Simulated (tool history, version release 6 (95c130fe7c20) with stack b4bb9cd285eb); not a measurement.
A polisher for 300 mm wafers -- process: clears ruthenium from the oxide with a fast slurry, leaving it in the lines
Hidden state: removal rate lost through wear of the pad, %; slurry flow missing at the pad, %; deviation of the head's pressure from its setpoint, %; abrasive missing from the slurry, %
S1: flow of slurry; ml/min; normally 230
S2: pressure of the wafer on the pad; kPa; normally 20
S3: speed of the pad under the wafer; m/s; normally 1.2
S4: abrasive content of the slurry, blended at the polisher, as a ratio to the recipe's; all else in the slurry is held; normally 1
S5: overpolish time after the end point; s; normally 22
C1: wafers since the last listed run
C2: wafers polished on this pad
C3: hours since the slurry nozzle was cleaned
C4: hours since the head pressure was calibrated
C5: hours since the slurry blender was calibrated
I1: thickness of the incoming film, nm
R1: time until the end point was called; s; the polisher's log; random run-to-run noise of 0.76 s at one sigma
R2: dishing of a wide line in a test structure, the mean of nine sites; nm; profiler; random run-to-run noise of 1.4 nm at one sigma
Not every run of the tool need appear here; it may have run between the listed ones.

run 1 day=0 | S1=230 S2=20 S3=1.2 S4=1 S5=22 | C1=0 C2=23 C3=20.6 C4=1239.5 C5=37.8 | I1=245.4 | R1=49.9 R2=58.3
run 2 day=0.638 | S1=230 S2=20 S3=1.06 S4=1 S5=22 | C1=115 C2=139 C3=35.9 C4=1254.8 C5=53.1 | I1=247.4 | R1=57.3 R2=54.8
run 3 day=1.158 | S1=230 S2=20 S3=1.06 S4=1 S5=22 | C1=94 C2=234 C3=48.4 C4=1267.3 C5=65.6 | I1=252.7 | R1=58.5 R2=52.1
run 4 day=1.642 | S1=230 S2=20 S3=1.06 S4=1 S5=22 | C1=87 C2=322 C3=60 C4=1278.9 C5=77.2 | I1=252.3 | R1=63 R2=53
run 5 day=2.029 | S1=230 S2=20 S3=1.5 S4=1 S5=22 | C1=70 C2=393 C3=69.3 C4=1288.2 C5=86.5 | I1=250.4 | R1=44.5 R2=60.6
-- day=2.392 slurry blender recalibrated
run 6 day=2.467 | S1=230 S2=20 S3=1.2 S4=1 S5=22 | C1=64 C2=457 C3=79.8 C4=1298.7 C5=1.8 | I1=246 | R1=50.2 R2=58.1
run 7 day=2.854 | S1=230 S2=20 S3=1.2 S4=1 S5=22 | C1=70 C2=527 C3=89.1 C4=1308 C5=11.1 | I1=251.7 | R1=52.2 R2=58.4
run 8 day=3.329 | S1=230 S2=20 S3=1.2 S4=1 S5=22 | C1=86 C2=614 C3=100.5 C4=1319.4 C5=22.5 | I1=249 | R1=51.7 R2=53.9
run 9 day=3.767 | S1=230 S2=14.5 S3=1.2 S4=1 S5=22 | C1=79 C2=693 C3=111 C4=1329.9 C5=33 | I1=249.2 | R1=64.2 R2=51.4
run 10 day=4.238 | S1=230 S2=14.5 S3=1.2 S4=1 S5=22 | C1=85 C2=779 C3=122.3 C4=1341.2 C5=44.3 | I1=252 | R1=66.6 R2=48.8
run 11 day=4.921 | S1=230 S2=14.5 S3=1.2 S4=1 S5=22 | C1=124 C2=903 C3=138.7 C4=1357.6 C5=60.7 | I1=255.4 | R1=71.6 R2=47.7
run 12 day=5.346 | S1=230 S2=20 S3=1.2 S4=1 S5=22 | C1=77 C2=981 C3=148.9 C4=1367.8 C5=70.9 | I1=249.6 | R1=56.2 R2=51.3
-- day=6.088 worn pad replaced by a new one
-- day=6.517 slurry blender recalibrated
-- day=7.546 head pressure recalibrated
run 13 day=7.567 | S1=230 S2=20 S3=1.2 S4=1 S5=22 | C1=343 C2=238 C3=202.2 C4=0.5 C5=25.2 | I1=253.6 | R1=50.3 R2=57.3
run 14 day=7.771 | S1=230 S2=20 S3=1.2 S4=1 S5=22 | C1=37 C2=275 C3=207.1 C4=5.4 C5=30.1 | I1=253.6 | R1=52.8 R2=57.7
run 15 day=8.479 | S1=230 S2=20 S3=0.82 S4=1 S5=22 | C1=128 C2=404 C3=224.1 C4=22.4 C5=47.1 | I1=253.6 | R1=77.3 R2=45.1
run 16 day=9.179 | S1=230 S2=20 S3=1.2 S4=1 S5=22 | C1=127 C2=531 C3=240.9 C4=39.2 C5=63.9 | I1=248.5 | R1=55.3 R2=51.5
-- day=9.512 slurry nozzle cleaned
run 17 day=9.762 | S1=230 S2=20 S3=1.06 S4=1 S5=22 | C1=98 C2=630 C3=6 C4=53.2 C5=77.9 | I1=247.8 | R1=64.3 R2=50.4
run 18 day=10.396 | S1=230 S2=20 S3=1.2 S4=1 S5=22 | C1=115 C2=745 C3=21.2 C4=68.4 C5=93.1 | I1=248.5 | R1=60.2 R2=54.3
-- day=10.962 slurry blender recalibrated
run 19 day=10.983 | S1=230 S2=20 S3=1.2 S4=1 S5=28 | C1=91 C2=837 C3=35.3 C4=82.5 C5=0.5 | I1=250.4 | R1=53 R2=59.4
-- day=11.462 worn pad replaced by a new one
run 20 day=11.542 | S1=230 S2=20 S3=1.2 S4=1 S5=22 | C1=71 C2=14 C3=48.7 C4=95.9 C5=13.9 | I1=248.8 | R1=48.7 R2=60.1
run 21 day=12.146 | S1=170 S2=20 S3=1.44 S4=1 S5=22 | C1=109 C2=124 C3=63.2 C4=110.4 C5=28.4 | I1=251.4 | R1=44 R2=59.5
run 22 day=13.617 | S1=230 S2=22.1 S3=1.2 S4=1 S5=11 | C1=267 C2=391 C3=98.5 C4=145.7 C5=63.7 | I1=246.9 | R1=50.8 R2=36.4
run 23 day=14.283 | S1=230 S2=20 S3=1.44 S4=1 S5=22 | C1=121 C2=513 C3=114.5 C4=161.7 C5=79.7 | I1=254.3 | R1=47.7 R2=58.1
run 24 day=15.029 | S1=195 S2=26.2 S3=1.2 S4=1 S5=13 | C1=135 C2=648 C3=132.4 C4=179.6 C5=97.6 | I1=247.9 | R1=48.7 R2=43.4
-- day=15.529 slurry blender recalibrated
run 25 day=15.738 | S1=230 S2=23.4 S3=1.32 S4=1 S5=22 | C1=113 C2=762 C3=149.4 C4=196.6 C5=5 | I1=254.7 | R1=44.1 R2=63.8
run 26 day=16.004 | S1=230 S2=20 S3=1.2 S4=1 S5=22 | C1=48 C2=810 C3=155.8 C4=203 C5=11.4 | I1=248.2 | R1=52.5 R2=56.1
run 27 day=16.558 | S1=230 S2=24.8 S3=1.2 S4=1 S5=22 | C1=100 C2=911 C3=169.1 C4=216.3 C5=24.7 | I1=249.5 | R1=47.3 R2=58.8

For some of the steps in R1 from one run to the next: how much would appear even if the tool had no hidden state, given the settings, what came in and random variation, and how much remains for the hidden state plus any gauge scatter that the measured result and the result without hidden state don't share?
Run 12 -> 13: worn pad replaced by a new one, slurry blender recalibrated, head pressure recalibrated. R1 -5.9 s: hidden state -6.7, all else +0.8.
Run 14 -> 15: S3 1.2 -> 0.82. R1 +24.5 s: hidden state +4.5, all else +20.
Run 15 -> 16: S3 0.82 -> 1.2. R1 -22 s: hidden state -1, all else -21.
Run 18 -> 19: S5 22 -> 28, slurry blender recalibrated. R1 -7.2 s: hidden state -5.9, all else -1.3.
